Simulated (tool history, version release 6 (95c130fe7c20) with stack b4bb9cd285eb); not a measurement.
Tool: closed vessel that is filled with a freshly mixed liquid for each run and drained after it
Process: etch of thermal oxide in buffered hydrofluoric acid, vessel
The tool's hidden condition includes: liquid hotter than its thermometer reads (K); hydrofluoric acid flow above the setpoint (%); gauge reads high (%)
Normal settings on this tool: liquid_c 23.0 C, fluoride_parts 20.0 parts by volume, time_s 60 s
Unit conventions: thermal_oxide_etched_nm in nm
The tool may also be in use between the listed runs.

| run | hour | liquid_c | fluoride_parts | time_s | wafers since the last listed run | hours since the thermometer was replaced | hours since the hydrofluoric acid flow meter was replaced | hours since the gauge calibration | read-back film thickness of the thermal oxide reference wafer, read on the same gauge (nm) | thermal_oxide_etched_nm |
|---|---|---|---|---|---|---|---|---|---|---|
| 1 | 0.0 | 23.0 | 20.0 | 60 | 0 | 2143.6 | 1209.4 | 504.7 | 81.23 | 33.40 |
|  | 21.5 | gauge calibrated |
| 2 | 28.7 | 23.0 | 20.0 | 60 | 3183 | 2172.3 | 1238.1 | 7.2 | 79.81 | 32.85 |
| 3 | 55.7 | 23.0 | 20.0 | 60 | 2994 | 2199.3 | 1265.1 | 34.2 | 79.92 | 33.12 |
| 4 | 72.9 | 23.0 | 14.5 | 60 | 1907 | 2216.5 | 1282.3 | 51.4 | 79.99 | 45.65 |
| 5 | 96.2 | 23.0 | 23.0 | 60 | 2584 | 2239.8 | 1305.6 | 74.7 | 80.13 | 30.02 |
| 6 | 126.3 | 23.0 | 23.0 | 60 | 3338 | 2269.9 | 1335.7 | 104.8 | 80.20 | 30.15 |
| 7 | 156.2 | 23.0 | 20.0 | 60 | 3316 | 2299.8 | 1365.6 | 134.7 | 80.31 | 33.08 |
| 8 | 177.3 | 23.0 | 20.0 | 60 | 2340 | 2320.9 | 1386.7 | 155.8 | 80.36 | 33.43 |
| 9 | 206.0 | 23.0 | 20.0 | 60 | 3183 | 2349.6 | 1415.4 | 184.5 | 80.39 | 33.12 |
| 10 | 236.7 | 23.0 | 26.0 | 60 | 3405 | 2380.3 | 1446.1 | 215.2 | 80.54 | 27.68 |
| 11 | 258.2 | 23.0 | 26.0 | 60 | 2384 | 2401.8 | 1467.6 | 236.7 | 80.59 | 27.81 |
| 12 | 347.0 | 23.0 | 20.0 | 60 | 9849 | 2490.6 | 1556.4 | 325.5 | 80.85 | 33.31 |
| 13 | 370.9 | 23.0 | 20.0 | 60 | 2650 | 2514.5 | 1580.3 | 349.4 | 80.94 | 33.43 |
| 14 | 437.5 | 23.0 | 20.0 | 60 | 7387 | 2581.1 | 1646.9 | 416.0 | 81.18 | 33.45 |
| 15 | 465.5 | 23.0 | 20.0 | 60 | 3105 | 2609.1 | 1674.9 | 444.0 | 81.26 | 33.47 |
|  | 479.3 | hydrofluoric acid flow meter replaced |
| 16 | 482.5 | 23.0 | 23.0 | 60 | 1774 | 2626.1 | 3.2 | 461.0 | 81.32 | 30.55 |
|  | 488.1 | thermometer replaced |
|  | 500.2 | gauge calibrated |
| 17 | 511.2 | 21.5 | 23.0 | 35 | 3072 | 23.1 | 31.9 | 11.0 | 79.90 | 16.12 |
| 18 | 536.7 | 20.0 | 23.0 | 90 | 2828 | 48.6 | 57.4 | 36.5 | 79.99 | 38.06 |
| 19 | 561.1 | 23.0 | 20.0 | 60 | 2706 | 73.0 | 81.8 | 60.9 | 80.04 | 32.95 |
| 20 | 576.2 | 23.0 | 16.5 | 60 | 1674 | 88.1 | 96.9 | 76.0 | 80.13 | 40.13 |
| 21 | 601.0 | 23.0 | 15.0 | 40 | 2750 | 112.9 | 121.7 | 100.8 | 80.15 | 29.48 |
| 22 | 629.6 | 23.0 | 15.0 | 60 | 3172 | 141.5 | 150.3 | 129.4 | 80.28 | 44.21 |
| 23 | 663.6 | 21.0 | 14.0 | 30 | 3771 | 175.5 | 184.3 | 163.4 | 80.38 | 21.03 |
| 24 | 695.4 | 23.0 | 22.5 | 35 | 3527 | 207.3 | 216.1 | 195.2 | 80.55 | 17.87 |
| 25 | 730.0 | 23.0 | 23.5 | 45 | 3837 | 241.9 | 250.7 | 229.8 | 80.58 | 22.24 |
| 26 | 750.0 | 23.0 | 13.0 | 70 | 2218 | 261.9 | 270.7 | 249.8 | 80.67 | 59.70 |
| 27 | 764.7 | 23.0 | 20.0 | 60 | 1630 | 276.6 | 285.4 | 264.5 | 80.70 | 33.20 |
| 28 | 798.3 | 19.0 | 15.0 | 60 | 3726 | 310.2 | 319.0 | 298.1 | 80.82 | 35.41 |
| 29 | 816.0 | 18.5 | 22.5 | 80 | 1963 | 327.9 | 336.7 | 315.8 | 80.87 | 31.78 |

Here are 4 independent what-if runs from the current tool condition. What would each one return?
| A | 816.7 | 23.0 | 20.0 | 60 | 77 | 328.6 | 337.4 | 316.5 | ? | ? |
| B | 816.7 | 27.5 | 23.5 | 80 | 77 | 328.6 | 337.4 | 316.5 | ? | ? |
| C | 816.7 | 23.0 | 22.5 | 50 | 77 | 328.6 | 337.4 | 316.5 | ? | ? |
| D | 816.7 | 23.0 | 22.5 | 60 | 77 | 328.6 | 337.4 | 316.5 | ? | ? |

| run | read-back film thickness of the thermal oxide reference wafer, read on the same gauge (nm) | thermal_oxide_etched_nm |
|---|---|---|
| A | 80.90 | 33.52 |
| B | 80.90 | 51.10 |
| C | 80.90 | 25.76 |
| D | 80.90 | 30.91 |
With the hidden condition removed and each run's random variation left untouched, the same runs would have given:
| run | thermal_oxide_etched_nm |
|---|---|
| A | 33.16 |
| B | 50.54 |
| C | 25.48 |
| D | 30.57 |

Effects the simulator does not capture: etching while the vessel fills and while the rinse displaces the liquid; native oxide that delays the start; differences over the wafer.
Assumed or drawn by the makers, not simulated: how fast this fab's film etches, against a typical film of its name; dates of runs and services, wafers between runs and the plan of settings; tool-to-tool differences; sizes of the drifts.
